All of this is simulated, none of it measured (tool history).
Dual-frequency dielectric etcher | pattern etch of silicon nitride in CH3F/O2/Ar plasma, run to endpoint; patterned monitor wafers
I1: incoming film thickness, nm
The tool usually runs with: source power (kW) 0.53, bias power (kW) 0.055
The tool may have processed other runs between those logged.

Run 1, hour 0: usual settings but source power (kW) 0.57, bias power (kW) 0.045; I1 32.69. Result: endpoint time (s) 43.
Run 2, hour 11: usual settings but source power (kW) 0.57, bias power (kW) 0.045; I1 32.75. Result: endpoint time (s) 43.1.
Run 3, hour 27.7: usual settings; I1 32.49. Result: endpoint time (s) 41.8.
Run 4, hour 39: usual settings; I1 32.76. Result: endpoint time (s) 42.2.
Run 5, hour 65.6: usual settings but source power (kW) 0.5, bias power (kW) 0.064; I1 33.12. Result: endpoint time (s) 42.4.
Run 6, hour 67.6: usual settings but source power (kW) 0.5, bias power (kW) 0.064; I1 32.49. Result: endpoint time (s) 41.2.
Run 7, hour 83.9: usual settings but source power (kW) 0.5, bias power (kW) 0.064; I1 32.67. Result: endpoint time (s) 41.3.
Run 8, hour 91.8: usual settings but source power (kW) 0.49, bias power (kW) 0.067; I1 32.55. Result: endpoint time (s) 41.3.
Run 9, hour 105: usual settings but source power (kW) 0.64, bias power (kW) 0.068; I1 32.6. Result: endpoint time (s) 37.
Run 10, hour 133.8: usual settings but source power (kW) 0.43; I1 32.44. Result: endpoint time (s) 43.8.
Run 11, hour 134.2: usual settings; I1 32.37. Result: endpoint time (s) 40.3.
Run 12, hour 141.1: usual settings but source power (kW) 0.62, bias power (kW) 0.05; I1 32.83. Result: endpoint time (s) 38.9.
Run 13, hour 167.3: usual settings but source power (kW) 0.5, bias power (kW) 0.064; I1 32.56. Result: endpoint time (s) 42.3.
Run 14, hour 198.4: usual settings but source power (kW) 0.63; I1 32.83. Result: endpoint time (s) 40.2.

Not shown: 5 entries that the log had between the listed runs. Between which runs, and how does the tool's hidden state differ before and after?
Logged between run 4 and run 5: upper electrode replaced (hour 65.1)
  etch rate over this chamber's usual, %: 2.44 -> 2.67
  difference, measured minus the result without the unlogged condition, endpoint time (s): -1 -> -1.1
Logged between run 9 and run 10: source power generator calibrated (hour 116); wet clean of the chamber (hour 133.3)
  etch rate over this chamber's usual, %: 3.02 -> 6.6
  difference, measured minus the result without the unlogged condition, endpoint time (s): -1.2 -> -2.9
Logged between run 11 and run 12: bias power generator calibrated (hour 140.6)
  etch rate over this chamber's usual, %: 6.6 -> 6.66
  difference, measured minus the result without the unlogged condition, endpoint time (s): -2.7 -> -2.6
Logged between run 12 and run 13: wet clean of the chamber, repeated, since the last time left the tool worse (hour 166.8)
  etch rate over this chamber's usual, %: 6.66 -> -0.00862
  difference, measured minus the result without the unlogged condition, endpoint time (s): -2.6 -> +0

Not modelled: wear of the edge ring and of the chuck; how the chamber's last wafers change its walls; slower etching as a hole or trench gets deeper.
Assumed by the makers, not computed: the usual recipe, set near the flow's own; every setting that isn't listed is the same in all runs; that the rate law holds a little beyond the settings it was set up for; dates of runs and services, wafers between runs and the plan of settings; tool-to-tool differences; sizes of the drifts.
